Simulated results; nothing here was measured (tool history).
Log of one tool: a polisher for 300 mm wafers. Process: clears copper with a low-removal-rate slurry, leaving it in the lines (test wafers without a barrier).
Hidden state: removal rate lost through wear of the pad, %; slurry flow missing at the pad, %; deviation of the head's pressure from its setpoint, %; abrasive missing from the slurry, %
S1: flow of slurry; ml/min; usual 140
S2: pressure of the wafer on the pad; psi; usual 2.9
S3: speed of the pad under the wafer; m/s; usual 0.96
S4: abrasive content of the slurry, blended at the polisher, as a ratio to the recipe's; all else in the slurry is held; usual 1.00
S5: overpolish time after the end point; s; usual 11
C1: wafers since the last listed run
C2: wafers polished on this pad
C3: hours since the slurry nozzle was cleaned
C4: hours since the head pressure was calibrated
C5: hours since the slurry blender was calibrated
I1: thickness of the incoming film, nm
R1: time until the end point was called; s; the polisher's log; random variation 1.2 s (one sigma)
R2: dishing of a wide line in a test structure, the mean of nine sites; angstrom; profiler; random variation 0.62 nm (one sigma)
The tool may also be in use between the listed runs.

run	hour	S1	S2	S3	S4	S5	C1	C2	C3	C4	C5	I1	R1	R2
1	0.0	140	2.9	0.96	1.00	11	0	1459	536.8	317.0	137.2	237.6	88.7	220
2	27.4	140	2.9	0.96	1.00	11	317	1777	564.2	344.4	164.6	243.4	92.1	228
3	90.7	140	2.9	0.96	1.00	11	734	2511	627.5	407.7	227.9	235.9	91.5	214
4	137.2	140	2.9	0.96	1.00	11	539	3051	674.0	454.2	274.4	236.4	92.4	209
# hour 155.1: worn pad replaced by a new one
# hour 163.9: slurry blender recalibrated
# hour 177.9: head pressure recalibrated
5	178.2	140	2.9	0.96	1.00	11	382	221	715.0	0.3	14.3	242.7	81.4	251
# hour 195.7: slurry nozzle cleaned
6	221.1	140	2.9	0.96	1.00	11	486	707	25.4	43.2	57.2	238.5	86.5	228
7	272.2	140	2.9	0.96	1.00	11	592	1300	76.5	94.3	108.3	240.8	90.4	224
8	321.4	140	2.9	0.96	0.85	11	570	1871	125.7	143.5	157.5	236.1	93.3	209
9	367.7	140	2.9	0.96	0.85	11	537	2408	172.0	189.8	203.8	241.4	95.1	211
10	417.9	140	2.9	0.96	1.00	11	582	2990	222.2	240.0	254.0	239.9	95.2	226
# hour 450.8: worn pad replaced by a new one
# hour 467.5: slurry blender recalibrated
11	597.8	140	2.9	0.96	1.00	11	2017	1682	402.1	419.9	130.3	241.0	90.2	218
12	633.3	140	2.9	0.96	1.20	11	411	2094	437.6	455.4	165.8	243.6	92.9	231
# hour 679.4: head pressure recalibrated
13	693.7	140	2.9	0.84	1.30	9	677	2772	498.0	14.3	226.2	243.1	104.5	171
# hour 705.6: worn pad replaced by a new one
# hour 732.7: slurry blender recalibrated
14	743.6	140	2.9	0.96	1.00	11	509	417	547.9	64.2	10.9	245.3	84.2	246
15	807.6	140	2.9	0.96	1.00	11	742	1160	611.9	128.2	74.9	241.1	86.9	241
16	843.5	140	2.9	0.96	1.00	11	416	1576	647.8	164.1	110.8	238.2	87.0	241
17	875.1	140	2.9	1.08	1.00	15	366	1943	679.4	195.7	142.4	237.5	81.2	330
18	940.5	110	2.9	0.96	1.00	11	758	2702	744.8	261.1	207.8	239.3	93.6	217
# hour 947.0: worn pad replaced by a new one
19	972.0	185	3.4	0.96	1.00	7	319	289	776.3	292.6	239.3	239.4	73.8	176
# hour 1030.0: slurry nozzle cleaned
20	1037.5	185	2.6	0.96	0.85	11	748	1037	7.5	358.1	304.8	239.6	92.5	211

Forecast run 21:
# hour 1047.2: slurry blender recalibrated
21	1090.0	140	2.9	0.86	1.00	11	585	1623	60.0	410.6	42.8	241.4	?	?

Run 21 gave R1 95.4 s, R2 212 angstrom.
Without the tool's hidden state the same run would have given R1 84.4 s, R2 237 angstrom.

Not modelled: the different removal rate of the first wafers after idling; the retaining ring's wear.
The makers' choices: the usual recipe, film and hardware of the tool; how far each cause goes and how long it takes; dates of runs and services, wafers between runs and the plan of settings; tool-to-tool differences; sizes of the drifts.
